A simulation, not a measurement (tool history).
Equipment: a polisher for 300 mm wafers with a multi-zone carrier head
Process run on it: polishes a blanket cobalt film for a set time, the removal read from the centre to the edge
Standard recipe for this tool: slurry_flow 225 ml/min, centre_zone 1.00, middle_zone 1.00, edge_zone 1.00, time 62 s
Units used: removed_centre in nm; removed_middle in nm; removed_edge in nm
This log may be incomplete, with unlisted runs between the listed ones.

run	hour	slurry_flow	centre_zone	middle_zone	edge_zone	time	wafers since the last listed run	wafers polished on this pad	hours since the slurry nozzle was cleaned	hours since the centre zone pressure was calibrated	hours since the edge zone pressure was calibrated	hours since the carrier head's membrane was replaced	incoming thickness of the incoming film, nm	removed_centre	removed_middle	removed_edge
1	0.0	225	1.00	1.00	0.96	62	0	421	304.6	448.3	94.2	257.3	1439.8	602.7	548.6	556.1
2	40.4	225	1.00	1.00	1.00	62	507	928	345.0	488.7	134.6	297.7	1446.3	600.8	563.1	567.1
# hour 86.9: slurry nozzle cleaned
3	87.4	225	1.00	1.00	1.00	62	577	1506	0.5	535.7	181.6	344.7	1404.8	599.0	564.9	587.8
4	181.2	225	1.00	1.00	1.00	62	1178	2684	94.3	629.5	275.4	438.5	1433.5	623.5	562.3	569.0
5	207.5	225	1.00	0.92	1.00	62	330	3015	120.6	655.8	301.7	464.8	1420.3	621.4	521.8	579.4
# hour 223.1: worn pad replaced by a new one
6	277.0	225	1.00	0.92	1.00	62	822	677	190.1	725.3	371.2	534.3	1395.9	621.6	521.4	577.5
7	303.4	225	1.00	0.92	1.00	62	331	1008	216.5	751.7	397.6	560.7	1421.4	621.4	524.7	570.4
# hour 316.7: centre zone pressure recalibrated
8	327.4	190	1.00	1.06	1.00	62	276	1285	240.5	10.7	421.6	584.7	1430.2	468.1	566.6	556.1
9	389.8	225	1.00	1.03	1.00	70	783	2069	302.9	73.1	484.0	647.1	1408.0	561.6	652.5	644.8
# hour 415.4: slurry nozzle cleaned
10	419.8	225	1.09	0.89	1.05	52	364	2433	4.4	103.1	514.0	677.1	1418.6	458.7	421.9	485.5
11	476.5	225	1.00	1.00	1.00	62	712	3145	61.1	159.8	570.7	733.8	1409.1	503.2	553.8	555.3
# hour 484.0: carrier head's membrane replaced by a new one
# hour 517.3: worn pad replaced by a new one
12	533.2	225	1.05	1.00	1.11	54	599	199	117.8	216.5	627.4	49.2	1423.8	461.9	494.4	519.5
13	580.9	190	1.00	1.06	1.00	62	599	798	165.5	264.2	675.1	96.9	1420.2	505.0	571.2	564.9
# hour 644.8: centre zone pressure recalibrated, repeated, since the last time left the tool worse
14	646.1	225	1.00	1.05	1.00	62	793	1592	230.7	1.3	740.3	162.1	1412.4	563.0	572.1	567.1
15	673.2	225	0.91	1.00	1.06	62	340	1932	257.8	28.4	767.4	189.2	1442.7	516.2	568.4	580.0
16	728.7	225	0.93	1.07	1.10	73	697	2629	313.3	83.9	822.9	244.7	1439.4	626.7	687.0	690.9
# hour 736.1: edge zone pressure recalibrated
17	769.5	305	1.00	0.94	0.92	62	487	3117	354.1	124.7	33.4	285.5	1415.6	600.9	555.0	560.1
# hour 787.9: worn pad replaced by a new one
# hour 796.3: slurry nozzle cleaned
18	808.1	200	1.00	1.05	1.10	62	422	241	11.8	163.3	72.0	324.1	1443.5	595.5	575.7	573.2
19	865.4	225	1.00	1.00	1.00	62	719	961	69.1	220.6	129.3	381.4	1428.9	592.9	570.1	587.8
20	913.7	250	1.06	1.00	1.00	62	606	1567	117.4	268.9	177.6	429.7	1424.0	644.0	549.6	570.8
21	959.4	225	1.00	1.00	1.00	62	574	2141	163.1	314.6	223.3	475.4	1429.0	603.8	565.6	574.4
22	1013.4	225	1.00	1.00	1.00	62	678	2820	217.1	368.6	277.3	529.4	1414.3	623.9	553.4	562.4
# hour 1043.0: worn pad replaced by a new one
# hour 1135.1: slurry nozzle cleaned
23	1160.4	225	1.00	1.00	1.00	62	1783	1462	25.3	515.6	424.3	676.4	1428.0	603.9	552.9	567.7

Consider 3 possible next runs. They are alternatives, not a sequence: every one starts from the tool as it was left by run 23. What does each give?
A	1160.8	225	1.00	1.00	1.00	62	5	1467	25.7	516.0	424.7	676.8	1411.0	?	?	?
B	1160.8	260	1.00	1.00	1.00	82	5	1467	25.7	516.0	424.7	676.8	1411.0	?	?	?
C	1160.8	305	1.00	1.00	1.08	62	5	1467	25.7	516.0	424.7	676.8	1411.0	?	?	?

run	removed_centre	removed_middle	removed_edge
A	611.9	558.9	562.2
B	821.7	749.4	751.2
C	630.9	574.4	594.5
Stripped of hidden state, with their random variation kept, the same runs would have yielded:
run	removed_centre	removed_middle	removed_edge
A	567.0	559.2	562.2
B	761.4	749.7	751.2
C	584.6	574.7	594.5
